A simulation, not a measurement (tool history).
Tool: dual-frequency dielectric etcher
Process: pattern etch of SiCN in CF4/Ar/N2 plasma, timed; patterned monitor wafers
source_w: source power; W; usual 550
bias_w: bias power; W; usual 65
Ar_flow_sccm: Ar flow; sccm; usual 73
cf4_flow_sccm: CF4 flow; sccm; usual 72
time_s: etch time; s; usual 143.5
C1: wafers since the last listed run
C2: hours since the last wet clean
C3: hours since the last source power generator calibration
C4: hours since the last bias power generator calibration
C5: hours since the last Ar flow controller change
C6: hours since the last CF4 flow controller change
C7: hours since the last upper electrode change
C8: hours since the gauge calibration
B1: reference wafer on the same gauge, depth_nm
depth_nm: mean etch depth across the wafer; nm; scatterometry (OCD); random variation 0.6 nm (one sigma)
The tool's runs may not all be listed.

Run 1, hour 0.0: usual settings but bias_w 74 W; C1 0; C2 212.9; C3 2695.3; C4 2310.5; C5 4424.1; C6 2337.9; C7 2289.6; C8 206.2; B1 131.9. Result: depth_nm 161.9 nm.
Run 2, hour 35.9: usual settings but bias_w 74 W; C1 181; C2 248.8; C3 2731.2; C4 2346.4; C5 4460.0; C6 2373.8; C7 2325.5; C8 242.1; B1 131.6. Result: depth_nm 162.5 nm.
Run 3, hour 83.3: usual settings but bias_w 74 W; C1 239; C2 296.2; C3 2778.6; C4 2393.8; C5 4507.4; C6 2421.2; C7 2372.9; C8 289.5; B1 131.3. Result: depth_nm 161.6 nm.
Run 4, hour 131.7: usual settings; C1 244; C2 344.6; C3 2827.0; C4 2442.2; C5 4555.8; C6 2469.6; C7 2421.3; C8 337.9; B1 131.3. Result: depth_nm 157.4 nm.
Run 5, hour 193.4: usual settings; C1 311; C2 406.3; C3 2888.7; C4 2503.9; C5 4617.5; C6 2531.3; C7 2483.0; C8 399.6; B1 130.7. Result: depth_nm 157.5 nm.
At hour 254.6: bias power generator calibrated.
At hour 269.1: wet clean of the chamber.
Run 6, hour 269.6: usual settings; C1 291; C2 0.5; C3 2964.9; C4 15.0; C5 4693.7; C6 2607.5; C7 2559.2; C8 475.8; B1 130.4. Result: depth_nm 155.9 nm.
At hour 287.1: source power generator calibrated.
At hour 304.4: CF4 flow controller replaced.
Run 7, hour 311.3: usual settings; C1 160; C2 42.2; C3 24.2; C4 56.7; C5 4735.4; C6 6.9; C7 2600.9; C8 517.5; B1 130.1. Result: depth_nm 157.1 nm.
At hour 336.3: gauge calibrated.
Run 8, hour 340.4: usual settings but source_w 660 W, bias_w 51 W, cf4_flow_sccm 65 sccm, time_s 171.5 s; C1 147; C2 71.3; C3 53.3; C4 85.8; C5 4764.5; C6 36.0; C7 2630.0; C8 4.1; B1 133.1. Result: depth_nm 220.5 nm.
At hour 393.3: Ar flow controller replaced.
Run 9, hour 398.3: usual settings but source_w 640 W, bias_w 74 W, Ar_flow_sccm 62 sccm, time_s 126.0 s; C1 262; C2 129.2; C3 111.2; C4 143.7; C5 5.0; C6 93.9; C7 2687.9; C8 62.0; B1 132.7. Result: depth_nm 172.2 nm.
At hour 428.9: upper electrode replaced.
Run 10, hour 429.4: usual settings; C1 35; C2 160.3; C3 142.3; C4 174.8; C5 36.1; C6 125.0; C7 0.5; C8 93.1; B1 132.6. Result: depth_nm 158.3 nm.
Run 11, hour 471.0: usual settings but bias_w 71 W, cf4_flow_sccm 77 sccm; C1 210; C2 201.9; C3 183.9; C4 216.4; C5 77.7; C6 166.6; C7 42.1; C8 134.7; B1 132.2. Result: depth_nm 164.2 nm.
Run 12, hour 522.1: usual settings but source_w 500 W, time_s 172.5 s; C1 258; C2 253.0; C3 235.0; C4 267.5; C5 128.8; C6 217.7; C7 93.2; C8 185.8; B1 132.0. Result: depth_nm 172.6 nm.
Run 13, hour 549.4: usual settings but source_w 590 W, bias_w 59 W, Ar_flow_sccm 64 sccm, time_s 124.0 s; C1 137; C2 280.3; C3 262.3; C4 294.8; C5 156.1; C6 245.0; C7 120.5; C8 213.1; B1 131.8. Result: depth_nm 147.6 nm.
Run 14, hour 586.1: usual settings but source_w 500 W, time_s 172.5 s; C1 185; C2 317.0; C3 299.0; C4 331.5; C5 192.8; C6 281.7; C7 157.2; C8 249.8; B1 131.6. Result: depth_nm 172.3 nm.

The tool's hidden state at each run:
etch rate over this chamber's usual, %: 0 in every run
source power that arrives over what is set, %: 0 in every run
bias power that arrives over what is set, %: 0 in every run
Ar flow that arrives over what is set, %: 0 in every run
CF4 flow that arrives over what is set, %: 0 in every run
H1: gauge reads high (%)
run      H1
  1  -0.899
  2   -1.04
  3   -1.23
  4   -1.43
  5   -1.67
  6   -1.98
  7   -2.14
  8  0.0295
  9  -0.202
 10  -0.327
 11  -0.493
 12  -0.697
 13  -0.807
 14  -0.953
